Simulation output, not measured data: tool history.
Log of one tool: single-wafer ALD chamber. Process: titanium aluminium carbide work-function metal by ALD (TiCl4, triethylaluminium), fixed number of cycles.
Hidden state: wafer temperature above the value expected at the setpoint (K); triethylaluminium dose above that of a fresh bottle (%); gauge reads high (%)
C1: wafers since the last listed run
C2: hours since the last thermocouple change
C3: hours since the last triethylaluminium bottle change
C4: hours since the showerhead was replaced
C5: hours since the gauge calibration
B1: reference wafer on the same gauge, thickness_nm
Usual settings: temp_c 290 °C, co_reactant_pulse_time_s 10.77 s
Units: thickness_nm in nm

run 1 hour=0.0 | temp_c=290 co_reactant_pulse_time_s=10.77 | C1=0 C2=375.9 C3=1284.3 C4=4917.3 C5=509.0 | B1=2.201 | thickness_nm=1.803
run 2 hour=32.9 | temp_c=290 co_reactant_pulse_time_s=10.77 | C1=520 C2=408.8 C3=1317.2 C4=4950.2 C5=541.9 | B1=2.199 | thickness_nm=1.817
run 3 hour=50.4 | temp_c=290 co_reactant_pulse_time_s=10.77 | C1=277 C2=426.3 C3=1334.7 C4=4967.7 C5=559.4 | B1=2.199 | thickness_nm=1.804
run 4 hour=65.6 | temp_c=294 co_reactant_pulse_time_s=10.77 | C1=240 C2=441.5 C3=1349.9 C4=4982.9 C5=574.6 | B1=2.200 | thickness_nm=1.843
run 5 hour=85.4 | temp_c=290 co_reactant_pulse_time_s=10.77 | C1=313 C2=461.3 C3=1369.7 C4=5002.7 C5=594.4 | B1=2.199 | thickness_nm=1.796
run 6 hour=98.0 | temp_c=290 co_reactant_pulse_time_s=10.77 | C1=199 C2=473.9 C3=1382.3 C4=5015.3 C5=607.0 | B1=2.198 | thickness_nm=1.801
run 7 hour=130.7 | temp_c=290 co_reactant_pulse_time_s=10.77 | C1=517 C2=506.6 C3=1415.0 C4=5048.0 C5=639.7 | B1=2.201 | thickness_nm=1.810
run 8 hour=144.1 | temp_c=290 co_reactant_pulse_time_s=10.77 | C1=212 C2=520.0 C3=1428.4 C4=5061.4 C5=653.1 | B1=2.199 | thickness_nm=1.805
run 9 hour=162.2 | temp_c=290 co_reactant_pulse_time_s=10.77 | C1=286 C2=538.1 C3=1446.5 C4=5079.5 C5=671.2 | B1=2.200 | thickness_nm=1.801
run 10 hour=180.1 | temp_c=290 co_reactant_pulse_time_s=10.77 | C1=283 C2=556.0 C3=1464.4 C4=5097.4 C5=689.1 | B1=2.201 | thickness_nm=1.791
run 11 hour=201.5 | temp_c=298 co_reactant_pulse_time_s=10.77 | C1=338 C2=577.4 C3=1485.8 C4=5118.8 C5=710.5 | B1=2.201 | thickness_nm=1.872
run 12 hour=233.1 | temp_c=290 co_reactant_pulse_time_s=10.77 | C1=500 C2=609.0 C3=1517.4 C4=5150.4 C5=742.1 | B1=2.199 | thickness_nm=1.795
run 13 hour=334.7 | temp_c=290 co_reactant_pulse_time_s=12.07 | C1=1608 C2=710.6 C3=1619.0 C4=5252.0 C5=843.7 | B1=2.200 | thickness_nm=1.836
-- hour=361.2 triethylaluminium bottle replaced
run 14 hour=361.7 | temp_c=290 co_reactant_pulse_time_s=12.07 | C1=300 C2=737.6 C3=0.5 C4=5279.0 C5=870.7 | B1=2.199 | thickness_nm=1.934
run 15 hour=388.3 | temp_c=290 co_reactant_pulse_time_s=12.07 | C1=421 C2=764.2 C3=27.1 C4=5305.6 C5=897.3 | B1=2.200 | thickness_nm=1.940
run 16 hour=415.1 | temp_c=281 co_reactant_pulse_time_s=10.77 | C1=424 C2=791.0 C3=53.9 C4=5332.4 C5=924.1 | B1=2.200 | thickness_nm=1.834
run 17 hour=432.5 | temp_c=281 co_reactant_pulse_time_s=10.77 | C1=275 C2=808.4 C3=71.3 C4=5349.8 C5=941.5 | B1=2.199 | thickness_nm=1.837
-- hour=466.8 gauge calibrated
-- hour=471.6 thermocouple changed; heater temperature recalibrated
run 18 hour=472.1 | temp_c=290 co_reactant_pulse_time_s=14.53 | C1=500 C2=0.5 C3=110.9 C4=5389.4 C5=5.3 | B1=2.200 | thickness_nm=1.929
run 19 hour=550.7 | temp_c=277 co_reactant_pulse_time_s=8.38 | C1=1244 C2=79.1 C3=189.5 C4=5468.0 C5=83.9 | B1=2.199 | thickness_nm=1.667
run 20 hour=584.6 | temp_c=286 co_reactant_pulse_time_s=15.05 | C1=536 C2=113.0 C3=223.4 C4=5501.9 C5=117.8 | B1=2.200 | thickness_nm=1.905
run 21 hour=608.1 | temp_c=279 co_reactant_pulse_time_s=8.05 | C1=372 C2=136.5 C3=246.9 C4=5525.4 C5=141.3 | B1=2.200 | thickness_nm=1.661
-- hour=630.8 showerhead replaced
run 22 hour=641.8 | temp_c=284 co_reactant_pulse_time_s=7.11 | C1=406 C2=170.2 C3=280.6 C4=11.0 C5=175.0 | B1=2.200 | thickness_nm=1.620
run 23 hour=659.7 | temp_c=281 co_reactant_pulse_time_s=8.58 | C1=283 C2=188.1 C3=298.5 C4=28.9 C5=192.9 | B1=2.199 | thickness_nm=1.712
run 24 hour=676.2 | temp_c=277 co_reactant_pulse_time_s=7.42 | C1=261 C2=204.6 C3=315.0 C4=45.4 C5=209.4 | B1=2.199 | thickness_nm=1.578
run 25 hour=709.6 | temp_c=290 co_reactant_pulse_time_s=13.96 | C1=528 C2=238.0 C3=348.4 C4=78.8 C5=242.8 | B1=2.198 | thickness_nm=1.925
run 26 hour=739.7 | temp_c=295 co_reactant_pulse_time_s=12.89 | C1=476 C2=268.1 C3=378.5 C4=108.9 C5=272.9 | B1=2.200 | thickness_nm=1.959
run 27 hour=775.5 | temp_c=290 co_reactant_pulse_time_s=9.47 | C1=566 C2=303.9 C3=414.3 C4=144.7 C5=308.7 | B1=2.201 | thickness_nm=1.816
run 28 hour=795.6 | temp_c=290 co_reactant_pulse_time_s=10.77 | C1=318 C2=324.0 C3=434.4 C4=164.8 C5=328.8 | B1=2.200 | thickness_nm=1.877
run 29 hour=830.3 | temp_c=284 co_reactant_pulse_time_s=13.17 | C1=549 C2=358.7 C3=469.1 C4=199.5 C5=363.5 | B1=2.199 | thickness_nm=1.850
run 30 hour=850.7 | temp_c=290 co_reactant_pulse_time_s=10.77 | C1=322 C2=379.1 C3=489.5 C4=219.9 C5=383.9 | B1=2.199 | thickness_nm=1.868
run 31 hour=879.1 | temp_c=297 co_reactant_pulse_time_s=8.75 | C1=449 C2=407.5 C3=517.9 C4=248.3 C5=412.3 | B1=2.199 | thickness_nm=1.841
run 32 hour=899.8 | temp_c=290 co_reactant_pulse_time_s=10.77 | C1=327 C2=428.2 C3=538.6 C4=269.0 C5=433.0 | B1=2.202 | thickness_nm=1.854
run 33 hour=921.6 | temp_c=285 co_reactant_pulse_time_s=8.96 | C1=345 C2=450.0 C3=560.4 C4=290.8 C5=454.8 | B1=2.200 | thickness_nm=1.736
run 34 hour=953.3 | temp_c=282 co_reactant_pulse_time_s=13.59 | C1=501 C2=481.7 C3=592.1 C4=322.5 C5=486.5 | B1=2.200 | thickness_nm=1.857

The tool's hidden state at each run:
gauge reads high (%): 0 in every run
H1: wafer temperature above the value expected at the setpoint (K)
H2: triethylaluminium dose above that of a fresh bottle (%)
run=1 H1=0.724 H2=-24.3
run=2 H1=0.889 H2=-24.9
run=3 H1=0.982 H2=-25.2
run=4 H1=1.07 H2=-25.5
run=5 H1=1.18 H2=-25.9
run=6 H1=1.26 H2=-26.1
run=7 H1=1.46 H2=-26.7
run=8 H1=1.55 H2=-26.9
run=9 H1=1.67 H2=-27.3
run=10 H1=1.8 H2=-27.6
run=11 H1=1.95 H2=-28
run=12 H1=2.19 H2=-28.5
run=13 H1=3.05 H2=-30.4
run=14 H1=3.3 H2=-4.62
run=15 H1=3.55 H2=-5.1
run=16 H1=3.82 H2=-5.59
run=17 H1=3.99 H2=-5.91
run=18 H1=0.198 H2=-6.63
run=19 H1=0.238 H2=-8.07
run=20 H1=0.28 H2=-8.69
run=21 H1=0.317 H2=-9.11
run=22 H1=0.383 H2=-9.73
run=23 H1=0.424 H2=-10.1
run=24 H1=0.466 H2=-10.4
run=25 H1=0.56 H2=-11
run=26 H1=0.657 H2=-11.5
run=27 H1=0.788 H2=-12.2
run=28 H1=0.869 H2=-12.5
run=29 H1=1.02 H2=-13.2
run=30 H1=1.12 H2=-13.5
run=31 H1=1.26 H2=-14.1
run=32 H1=1.37 H2=-14.4
run=33 H1=1.49 H2=-14.8
run=34 H1=1.68 H2=-15.4
